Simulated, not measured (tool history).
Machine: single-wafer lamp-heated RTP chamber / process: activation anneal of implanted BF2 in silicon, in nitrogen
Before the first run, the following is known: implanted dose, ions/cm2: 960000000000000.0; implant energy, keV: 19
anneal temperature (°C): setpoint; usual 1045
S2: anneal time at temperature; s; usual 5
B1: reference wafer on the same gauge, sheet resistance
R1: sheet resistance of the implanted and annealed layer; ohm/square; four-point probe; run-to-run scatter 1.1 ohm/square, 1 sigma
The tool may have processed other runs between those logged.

{"run": 1, "day": 0.0, "anneal temperature (°C)": 1045, "S2": 5, "B1": 181.54, "R1": 182.64}
{"run": 2, "day": 1.021, "anneal temperature (°C)": 1045, "S2": 5, "B1": 182.16, "R1": 182.97}
{"day": 3.008, "done": "pyrometer window cleaned and pyrometer calibrated"}
{"run": 3, "day": 3.067, "anneal temperature (°C)": 1045, "S2": 5, "B1": 181.81, "R1": 189.39}
{"run": 4, "day": 4.196, "anneal temperature (°C)": 1032, "S2": 5, "B1": 181.8, "R1": 201.9}
{"run": 5, "day": 6.908, "anneal temperature (°C)": 1045, "S2": 5, "B1": 181.89, "R1": 185.23}
{"day": 7.621, "done": "reflector plate cleaned"}
{"run": 6, "day": 8.0, "anneal temperature (°C)": 1045, "S2": 5, "B1": 181.51, "R1": 184.09}
{"run": 7, "day": 9.146, "anneal temperature (°C)": 1045, "S2": 5, "B1": 181.67, "R1": 183.22}
{"run": 8, "day": 11.638, "anneal temperature (°C)": 1045, "S2": 4, "B1": 181.77, "R1": 188.48}
{"day": 12.292, "done": "gauge calibrated"}
{"run": 9, "day": 12.842, "anneal temperature (°C)": 1045, "S2": 4, "B1": 181.8, "R1": 186.51}
{"run": 10, "day": 14.708, "anneal temperature (°C)": 1023, "S2": 5, "B1": 181.86, "R1": 200.43}
{"run": 11, "day": 17.512, "anneal temperature (°C)": 1023, "S2": 5, "B1": 181.98, "R1": 200.96}
{"day": 18.725, "done": "pyrometer window cleaned and pyrometer calibrated"}
{"run": 12, "day": 20.35, "anneal temperature (°C)": 1023, "S2": 5, "B1": 181.83, "R1": 210.04}
{"run": 13, "day": 22.008, "anneal temperature (°C)": 1056, "S2": 5, "B1": 181.91, "R1": 176.34}
{"run": 14, "day": 24.346, "anneal temperature (°C)": 1067, "S2": 4, "B1": 181.95, "R1": 170.53}
{"run": 15, "day": 27.021, "anneal temperature (°C)": 1045, "S2": 5, "B1": 182.31, "R1": 182.54}
{"run": 16, "day": 28.738, "anneal temperature (°C)": 1065, "S2": 6, "B1": 181.87, "R1": 164.46}
{"day": 30.267, "done": "reflector plate cleaned"}
{"run": 17, "day": 31.733, "anneal temperature (°C)": 1045, "S2": 7, "B1": 181.63, "R1": 173.58}
{"day": 32.729, "done": "pyrometer window cleaned and pyrometer calibrated"}
{"run": 18, "day": 33.9, "anneal temperature (°C)": 1062, "S2": 7, "B1": 182.04, "R1": 168.57}
{"run": 19, "day": 35.583, "anneal temperature (°C)": 1045, "S2": 6, "B1": 182.07, "R1": 181.81}
{"run": 20, "day": 37.608, "anneal temperature (°C)": 1024, "S2": 3, "B1": 181.8, "R1": 213.55}
{"run": 21, "day": 39.175, "anneal temperature (°C)": 1017, "S2": 3, "B1": 182.05, "R1": 220.55}

Measured less the same run without the tool's hidden state. The same run-to-run variation is in both; the gauge's scatter may not be:
What the log doesn't record here: true wafer temperature minus pyrometer reading, K; wafer temperature error from the tarnished reflector plate, K; gauge reads high (%).
run=1 R1=-8.36
run=2 R1=-8.53
run=3 R1=-1.18
run=4 R1=-3.53
run=5 R1=-6.15
run=6 R1=-6.92
run=7 R1=-7.55
run=8 R1=-8.75
run=9 R1=-8.99
run=10 R1=-10.96
run=11 R1=-11.39
run=12 R1=-3.98
run=13 R1=-4.57
run=14 R1=-5.83
run=15 R1=-7.99
run=16 R1=-6.12
run=17 R1=-8.34
run=18 R1=-1.83
run=19 R1=-4.58
run=20 R1=-6.82
run=21 R1=-8.19
